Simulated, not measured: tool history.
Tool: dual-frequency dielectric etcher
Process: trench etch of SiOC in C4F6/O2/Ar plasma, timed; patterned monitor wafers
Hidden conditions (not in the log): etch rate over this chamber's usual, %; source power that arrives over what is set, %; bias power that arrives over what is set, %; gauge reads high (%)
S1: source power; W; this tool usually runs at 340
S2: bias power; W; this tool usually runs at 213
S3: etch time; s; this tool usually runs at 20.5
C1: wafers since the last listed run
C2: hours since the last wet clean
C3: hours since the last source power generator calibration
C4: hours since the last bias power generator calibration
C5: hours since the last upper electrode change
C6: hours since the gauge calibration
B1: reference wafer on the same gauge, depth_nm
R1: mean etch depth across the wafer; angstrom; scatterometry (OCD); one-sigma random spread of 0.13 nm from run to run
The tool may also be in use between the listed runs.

run 1 hour=0.0 | S1=340 S2=233 S3=20.5 | C1=0 C2=129.3 C3=2554.1 C4=3316.2 C5=4109.3 C6=168.9 | B1=38.54 | R1=424.7
run 2 hour=13.7 | S1=340 S2=213 S3=20.5 | C1=183 C2=143.0 C3=2567.8 C4=3329.9 C5=4123.0 C6=182.6 | B1=38.46 | R1=409.2
run 3 hour=47.4 | S1=340 S2=213 S3=20.5 | C1=452 C2=176.7 C3=2601.5 C4=3363.6 C5=4156.7 C6=216.3 | B1=38.55 | R1=411.1
run 4 hour=61.2 | S1=340 S2=186 S3=20.5 | C1=185 C2=190.5 C3=2615.3 C4=3377.4 C5=4170.5 C6=230.1 | B1=38.54 | R1=387.3
run 5 hour=93.3 | S1=340 S2=213 S3=20.5 | C1=430 C2=222.6 C3=2647.4 C4=3409.5 C5=4202.6 C6=262.2 | B1=38.51 | R1=412.2
run 6 hour=107.5 | S1=340 S2=213 S3=20.5 | C1=190 C2=236.8 C3=2661.6 C4=3423.7 C5=4216.8 C6=276.4 | B1=38.46 | R1=413.7
run 7 hour=143.4 | S1=360 S2=201 S3=20.5 | C1=481 C2=272.7 C3=2697.5 C4=3459.6 C5=4252.7 C6=312.3 | B1=38.50 | R1=409.6
run 8 hour=166.4 | S1=340 S2=213 S3=20.5 | C1=308 C2=295.7 C3=2720.5 C4=3482.6 C5=4275.7 C6=335.3 | B1=38.51 | R1=416.6
run 9 hour=195.2 | S1=340 S2=213 S3=20.5 | C1=386 C2=324.5 C3=2749.3 C4=3511.4 C5=4304.5 C6=364.1 | B1=38.50 | R1=415.4
run 10 hour=223.3 | S1=400 S2=213 S3=22.0 | C1=376 C2=352.6 C3=2777.4 C4=3539.5 C5=4332.6 C6=392.2 | B1=38.56 | R1=470.7
-- hour=230.8 source power generator calibrated
-- hour=251.3 upper electrode replaced
run 11 hour=251.8 | S1=400 S2=213 S3=22.0 | C1=54 C2=381.1 C3=21.0 C4=3568.0 C5=0.5 C6=420.7 | B1=38.54 | R1=471.7
run 12 hour=254.5 | S1=300 S2=213 S3=20.5 | C1=36 C2=383.8 C3=23.7 C4=3570.7 C5=3.2 C6=423.4 | B1=38.45 | R1=403.4
-- hour=262.8 bias power generator calibrated
run 13 hour=269.0 | S1=340 S2=259 S3=16.5 | C1=140 C2=398.3 C3=38.2 C4=6.2 C5=17.7 C6=437.9 | B1=38.52 | R1=368.8
-- hour=296.3 wet clean of the chamber
run 14 hour=299.5 | S1=340 S2=165 S3=20.5 | C1=87 C2=3.2 C3=68.7 C4=36.7 C5=48.2 C6=468.4 | B1=38.55 | R1=358.0
-- hour=305.4 gauge calibrated
run 15 hour=346.3 | S1=380 S2=230 S3=18.5 | C1=627 C2=50.0 C3=115.5 C4=83.5 C5=95.0 C6=40.9 | B1=38.50 | R1=391.0
run 16 hour=366.4 | S1=280 S2=250 S3=23.0 | C1=269 C2=70.1 C3=135.6 C4=103.6 C5=115.1 C6=61.0 | B1=38.49 | R1=460.6
run 17 hour=388.9 | S1=340 S2=213 S3=20.5 | C1=301 C2=92.6 C3=158.1 C4=126.1 C5=137.6 C6=83.5 | B1=38.50 | R1=406.7
run 18 hour=413.8 | S1=340 S2=213 S3=20.5 | C1=334 C2=117.5 C3=183.0 C4=151.0 C5=162.5 C6=108.4 | B1=38.46 | R1=406.8
run 19 hour=438.9 | S1=340 S2=213 S3=20.5 | C1=336 C2=142.6 C3=208.1 C4=176.1 C5=187.6 C6=133.5 | B1=38.56 | R1=409.3
run 20 hour=474.6 | S1=340 S2=213 S3=20.5 | C1=478 C2=178.3 C3=243.8 C4=211.8 C5=223.3 C6=169.2 | B1=38.44 | R1=411.4
run 21 hour=502.7 | S1=260 S2=213 S3=20.5 | C1=376 C2=206.4 C3=271.9 C4=239.9 C5=251.4 C6=197.3 | B1=38.50 | R1=383.0
run 22 hour=521.6 | S1=400 S2=213 S3=24.0 | C1=253 C2=225.3 C3=290.8 C4=258.8 C5=270.3 C6=216.2 | B1=38.50 | R1=504.6
run 23 hour=535.3 | S1=310 S2=240 S3=24.0 | C1=183 C2=239.0 C3=304.5 C4=272.5 C5=284.0 C6=229.9 | B1=38.53 | R1=497.3

Describe how what the log doesn't record of the tool's condition differs between the last listed run preceding each entry between runs and the first listed run following it.
After run 10, before run 11: source power generator calibrated (hour 230.8); upper electrode replaced (hour 251.3)
  etch rate over this chamber's usual, %: 3.71 -> 4.02
  measured minus no-state result, R1: +16.9 -> +18.3 angstrom
After run 12, before run 13: bias power generator calibrated (hour 262.8)
  etch rate over this chamber's usual, %: 4.05 -> 4.21
  measured minus no-state result, R1: +15.7 -> +14.9 angstrom
After run 13, before run 14: wet clean of the chamber (hour 296.3)
  etch rate over this chamber's usual, %: 4.21 -> -0.0758
  measured minus no-state result, R1: +14.9 -> -0.3 angstrom
After run 14, before run 15: gauge calibrated (hour 305.4)
  etch rate over this chamber's usual, %: -0.0758 -> 0.431
  measured minus no-state result, R1: -0.3 -> +1.7 angstrom
